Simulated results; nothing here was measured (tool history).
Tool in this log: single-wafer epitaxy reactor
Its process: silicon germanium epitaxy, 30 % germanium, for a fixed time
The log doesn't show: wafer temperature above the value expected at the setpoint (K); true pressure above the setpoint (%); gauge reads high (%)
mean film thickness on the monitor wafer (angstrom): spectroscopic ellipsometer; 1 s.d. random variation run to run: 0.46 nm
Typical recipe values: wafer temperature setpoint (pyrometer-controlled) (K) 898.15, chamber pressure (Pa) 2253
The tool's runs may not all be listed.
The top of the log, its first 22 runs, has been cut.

run   hour  wafer temperature setpoint (pyrometer-controlled) (K)  chamber pressure (Pa)  wafers since the last listed run  hours since the last pyrometer calibration  hours since the last manometer calibration  hours since the showerhead was replaced  hours since the gauge calibration  read-back reference wafer on the same gauge, thickness_nm  mean film thickness on the monitor wafer (angstrom)
 23  252.9                                                 885.15                   2733                                86                                        97.8                                         4.9                                     13.4                              309.8                                                     74.864                                               674.35
 24  264.0                                                 892.15                   1920                               217                                       108.9                                        16.0                                     24.5                              320.9                                                     74.936                                               673.80
 25  316.9                                                 902.15                   2480                              1038                                       161.8                                        68.9                                     77.4                              373.8                                                     74.982                                               846.79
 26  327.7                                                 898.15                   2813                               212                                       172.6                                        79.7                                     88.2                              384.6                                                     75.016                                               835.24
 27  335.5                                                 887.15                   1813                               153                                       180.4                                        87.5                                     96.0                              392.4                                                     74.900                                               601.23
 28  352.3                                                 888.15                   2706                               329                                       197.2                                       104.3                                    112.8                              409.2                                                     74.906                                               701.13
     355.3  -- gauge calibrated
 29  363.4                                                 907.15                   2533                               217                                       208.3                                       115.4                                    123.9                                8.1                                                     74.775                                               927.26
 30  378.5                                                 905.15                   2733                               296                                       223.4                                       130.5                                    139.0                               23.2                                                     74.825                                               928.19
 31  394.7                                                 889.15                   1853                               318                                       239.6                                       146.7                                    155.2                               39.4                                                     74.897                                               638.05
 32  402.2                                                 892.15                   2400                               147                                       247.1                                       154.2                                    162.7                               46.9                                                     75.007                                               722.92
 33  428.7                                                 904.15                   1947                               520                                       273.6                                       180.7                                    189.2                               73.4                                                     74.865                                               815.38
 34  440.1                                                 898.15                   2253                               223                                       285.0                                       192.1                                    200.6                               84.8                                                     74.916                                               773.70
 35  456.5                                                 898.15                   2253                               321                                       301.4                                       208.5                                    217.0                              101.2                                                     74.946                                               768.04

Predict each of these 4 candidate next runs independently; none follows another, all start after run 35:
  A  456.9                                                 898.15                   1867                                 7                                       301.8                                       208.9                                    217.4                              101.6                                                          ?                                                    ?
  B  456.9                                                 908.15                   2666                                 7                                       301.8                                       208.9                                    217.4                              101.6                                                          ?                                                    ?
  C  456.9                                                 906.15                   2560                                 7                                       301.8                                       208.9                                    217.4                              101.6                                                          ?                                                    ?
  D  456.9                                                 910.15                   1907                                 7                                       301.8                                       208.9                                    217.4                              101.6                                                          ?                                                    ?

run  read-back reference wafer on the same gauge, thickness_nm  mean film thickness on the monitor wafer (angstrom)
  A                                                     74.973                                               730.02
  B                                                     74.973                                               956.66
  C                                                     74.973                                               915.11
  D                                                     74.973                                               885.34
With the hidden condition removed and each run's random variation left untouched, the same runs would have given:
run  mean film thickness on the monitor wafer (angstrom)
  A                                               730.02
  B                                               956.66
  C                                               915.11
  D                                               885.34
